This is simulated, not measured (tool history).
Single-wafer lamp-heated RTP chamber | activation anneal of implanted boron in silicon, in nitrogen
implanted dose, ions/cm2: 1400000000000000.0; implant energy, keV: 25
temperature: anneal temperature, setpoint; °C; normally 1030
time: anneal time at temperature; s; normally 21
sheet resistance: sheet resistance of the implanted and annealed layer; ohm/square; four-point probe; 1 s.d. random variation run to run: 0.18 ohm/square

| run | hour | temperature | time | wafers since the last listed run | wafers since the last pyrometer calibration | wafers since the reflector plate was cleaned | hours since the gauge calibration | read-back reference wafer on the same gauge, sheet resistance | sheet resistance |
|---|---|---|---|---|---|---|---|---|---|
| 1 | 0.0 | 1030 | 21 | 0 | 4800 | 2332 | 150.1 | 84.01 | 81.18 |
| 2 | 38.9 | 1007 | 29 | 553 | 5353 | 2885 | 189.0 | 84.01 | 83.03 |
| 3 | 94.4 | 1007 | 29 | 789 | 6142 | 3674 | 244.5 | 84.00 | 82.84 |
| 4 | 165.2 | 1019 | 21 | 1006 | 7149 | 4680 | 315.3 | 83.98 | 81.75 |
| 5 | 216.5 | 1019 | 21 | 729 | 7878 | 5409 | 366.6 | 83.98 | 81.94 |
|  | 262.5 | pyrometer window cleaned and pyrometer calibrated |
| 6 | 287.7 | 1007 | 21 | 898 | 358 | 6308 | 437.8 | 84.01 | 83.37 |
|  | 371.6 | reflector plate cleaned |
| 7 | 378.7 | 1007 | 21 | 1179 | 1538 | 100 | 528.8 | 83.95 | 84.63 |
| 8 | 430.4 | 1007 | 21 | 734 | 2273 | 835 | 580.5 | 84.00 | 84.47 |
| 9 | 489.8 | 1030 | 21 | 844 | 3118 | 1680 | 639.9 | 84.01 | 81.40 |
| 10 | 566.9 | 1030 | 21 | 1096 | 4214 | 2776 | 717.0 | 84.03 | 81.41 |
| 11 | 642.2 | 1030 | 21 | 1070 | 5284 | 3846 | 792.3 | 84.00 | 81.05 |
| 12 | 733.8 | 1030 | 30 | 1302 | 6587 | 5149 | 883.9 | 84.00 | 80.73 |
| 13 | 820.4 | 1018 | 30 | 1231 | 7818 | 6380 | 970.5 | 84.00 | 81.59 |
|  | 877.3 | pyrometer window cleaned and pyrometer calibrated |
| 14 | 877.8 | 1018 | 30 | 702 | 6 | 7082 | 1027.9 | 84.02 | 81.61 |
|  | 977.2 | reflector plate cleaned |
| 15 | 981.1 | 1030 | 11 | 1354 | 1361 | 55 | 1131.2 | 83.97 | 82.80 |
| 16 | 1038.8 | 1030 | 11 | 820 | 2181 | 876 | 1188.9 | 84.01 | 82.43 |
| 17 | 1100.0 | 1030 | 11 | 870 | 3051 | 1746 | 1250.1 | 83.98 | 82.11 |
| 18 | 1228.0 | 1030 | 21 | 1819 | 4871 | 3565 | 1378.1 | 83.98 | 81.10 |
| 19 | 1312.7 | 1030 | 21 | 1204 | 6075 | 4770 | 1462.8 | 84.00 | 81.20 |
| 20 | 1392.0 | 1005 | 25 | 1127 | 7203 | 5897 | 1542.1 | 83.97 | 83.85 |
|  | 1407.7 | pyrometer window cleaned and pyrometer calibrated |
| 21 | 1475.1 | 1030 | 21 | 1067 | 957 | 6965 | 1625.2 | 83.97 | 81.12 |
|  | 1522.0 | reflector plate cleaned |
|  | 1677.4 | gauge calibrated |
| 22 | 1716.2 | 1030 | 21 | 3313 | 4271 | 2760 | 38.8 | 84.02 | 80.91 |
| 23 | 1766.0 | 1030 | 17 | 707 | 4979 | 3468 | 88.6 | 84.01 | 81.41 |
| 24 | 1867.6 | 1049 | 13 | 1444 | 6424 | 4912 | 190.2 | 83.97 | 80.28 |
| 25 | 1944.7 | 1009 | 9 | 1096 | 7520 | 6008 | 267.3 | 83.97 | 84.60 |
|  | 1978.7 | pyrometer window cleaned and pyrometer calibrated |
| 26 | 2006.8 | 1012 | 11 | 769 | 400 | 6777 | 329.4 | 84.01 | 83.93 |
|  | 2019.6 | reflector plate cleaned |
| 27 | 2065.1 | 1030 | 21 | 715 | 1115 | 646 | 387.7 | 84.00 | 81.76 |
| 28 | 2128.8 | 1004 | 28 | 905 | 2020 | 1552 | 451.4 | 83.98 | 84.34 |
| 29 | 2168.5 | 1030 | 21 | 564 | 2585 | 2116 | 491.1 | 84.04 | 81.04 |
| 30 | 2270.0 | 1006 | 25 | 1442 | 4028 | 3559 | 592.6 | 84.02 | 83.59 |
| 31 | 2342.2 | 1017 | 17 | 1026 | 5054 | 4585 | 664.8 | 84.01 | 82.95 |
| 32 | 2449.2 | 1059 | 32 | 1521 | 6575 | 6107 | 771.8 | 83.98 | 79.03 |
|  | 2485.3 | pyrometer window cleaned and pyrometer calibrated |
| 33 | 2566.2 | 1030 | 33 | 1549 | 1150 | 7656 | 888.8 | 83.99 | 80.76 |
|  | 2626.6 | reflector plate cleaned |
| 34 | 2627.1 | 1030 | 28 | 752 | 1902 | 7 | 949.7 | 84.01 | 81.27 |
| 35 | 2720.1 | 1030 | 21 | 1322 | 3224 | 1329 | 1042.7 | 84.05 | 81.46 |
| 36 | 2777.2 | 1008 | 9 | 811 | 4036 | 2141 | 1099.8 | 83.98 | 85.53 |

Forecast each of these 3 alternatives for the next run:
| A | 2777.6 | 1049 | 21 | 5 | 4042 | 2146 | 1100.2 | ? | ? |
| B | 2777.6 | 1053 | 32 | 5 | 4042 | 2146 | 1100.2 | ? | ? |
| C | 2777.6 | 1041 | 13 | 5 | 4042 | 2146 | 1100.2 | ? | ? |

| run | read-back reference wafer on the same gauge, sheet resistance | sheet resistance |
|---|---|---|
| A | 83.99 | 80.00 |
| B | 83.99 | 79.20 |
| C | 83.99 | 80.94 |
Take away the tool's hidden state, keep each run's random variation, and the runs would have read:
| run | sheet resistance |
|---|---|
| A | 80.35 |
| B | 79.56 |
| C | 81.35 |

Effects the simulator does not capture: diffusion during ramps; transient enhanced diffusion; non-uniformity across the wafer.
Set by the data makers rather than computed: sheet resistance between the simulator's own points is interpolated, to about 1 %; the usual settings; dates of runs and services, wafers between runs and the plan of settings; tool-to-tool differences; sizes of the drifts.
